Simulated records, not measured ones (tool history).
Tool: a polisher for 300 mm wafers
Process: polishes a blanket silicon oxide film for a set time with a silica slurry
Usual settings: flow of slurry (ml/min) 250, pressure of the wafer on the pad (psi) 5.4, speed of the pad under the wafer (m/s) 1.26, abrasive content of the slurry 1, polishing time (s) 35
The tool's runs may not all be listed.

| run | hour | flow of slurry (ml/min) | pressure of the wafer on the pad (psi) | speed of the pad under the wafer (m/s) | abrasive content of the slurry | polishing time (s) | incoming thickness of the incoming film, nm | film removed (nm) |
|---|---|---|---|---|---|---|---|---|
| 1 | 0 | 270 | 5.4 | 1.26 | 1 | 35 | 1245.1 | 153 |
| 2 | 34.7 | 270 | 5.4 | 1.26 | 1 | 35 | 1224.3 | 150.9 |
| 3 | 69 | 270 | 5.4 | 1.26 | 1 | 35 | 1237.7 | 144.8 |
| 4 | 82.5 | 250 | 5.4 | 1.26 | 1 | 35 | 1256.5 | 148.5 |
| 5 | 103.8 | 250 | 5.4 | 1.26 | 1 | 35 | 1240.5 | 146.6 |
|  | 108.3 | worn pad replaced by a new one |
|  | 149 | head pressure recalibrated |
|  | 164.9 | slurry blender recalibrated |
| 6 | 173.7 | 275 | 5.4 | 1.26 | 1 | 35 | 1235.4 | 126.7 |
| 7 | 193.7 | 290 | 5.4 | 1.26 | 1.15 | 35 | 1249.9 | 134.3 |
|  | 207.5 | conditioning disc replaced and pad reconditioned |
| 8 | 213.8 | 250 | 5.4 | 1.26 | 1 | 31 | 1243.8 | 107.8 |
|  | 220.5 | slurry nozzle cleaned |
| 9 | 239.6 | 250 | 5.4 | 1.26 | 1 | 43 | 1254 | 168.2 |
| 10 | 274.6 | 330 | 4.7 | 1.38 | 1.25 | 35 | 1223.9 | 144.8 |
| 11 | 307 | 250 | 5.4 | 1.06 | 1 | 35 | 1255.5 | 120.1 |
|  | 321.9 | worn pad replaced by a new one |
| 12 | 322.4 | 250 | 5.4 | 1.26 | 1 | 35 | 1248.8 | 138.4 |
| 13 | 343.5 | 200 | 5.4 | 0.84 | 1 | 35 | 1257.1 | 96.8 |
| 14 | 361.3 | 200 | 5.4 | 1.26 | 1 | 35 | 1256.5 | 133.1 |
|  | 400.3 | slurry blender recalibrated |
| 15 | 412.6 | 250 | 5.4 | 1.26 | 1 | 35 | 1234.9 | 138.7 |
| 16 | 442.5 | 295 | 3.9 | 1.42 | 1 | 43 | 1259.4 | 138.7 |
| 17 | 455.7 | 250 | 5.4 | 1.02 | 1 | 35 | 1258.2 | 117.1 |
|  | 479.4 | conditioning disc replaced and pad reconditioned |
| 18 | 488.6 | 325 | 5.4 | 1.26 | 1.25 | 46 | 1236.9 | 203.2 |
| 19 | 503.1 | 320 | 7 | 0.82 | 0.85 | 35 | 1247.4 | 117.9 |
| 20 | 527.5 | 250 | 4.7 | 1.12 | 0.9 | 35 | 1252.9 | 104.3 |
|  | 582 | worn pad replaced by a new one |
| 21 | 586.2 | 250 | 5.4 | 1.26 | 1 | 35 | 1246.9 | 131.4 |
|  | 616.2 | slurry nozzle cleaned |
| 22 | 616.7 | 250 | 3.6 | 1.26 | 1.2 | 35 | 1246.5 | 102.4 |
| 23 | 649 | 250 | 5.4 | 1.26 | 1 | 35 | 1243.6 | 139.9 |
|  | 665.1 | slurry blender recalibrated |
| 24 | 681 | 250 | 4.4 | 1.6 | 1 | 35 | 1238.4 | 141.5 |

5 ways to go on from here, each from the tool as it stands after run 24. What would each give?
| A | 681.4 | 250 | 6 | 1.26 | 1 | 35 | 1251 | ? |
| B | 681.4 | 250 | 6.6 | 1.08 | 1.15 | 35 | 1251 | ? |
| C | 681.4 | 250 | 3.7 | 1.42 | 1 | 35 | 1251 | ? |
| D | 681.4 | 285 | 5.4 | 1.62 | 1.1 | 35 | 1251 | ? |
| E | 681.4 | 305 | 5.4 | 0.82 | 0.9 | 24 | 1251 | ? |

| run | film removed (nm) |
|---|---|
| A | 155.5 |
| B | 158.6 |
| C | 109.3 |
| D | 181.2 |
| E | 67.1 |
Without the tool's hidden state the same runs would have given:
| run | film removed (nm) |
|---|---|
| A | 154.7 |
| B | 157.9 |
| C | 108.8 |
| D | 180.3 |
| E | 66.7 |
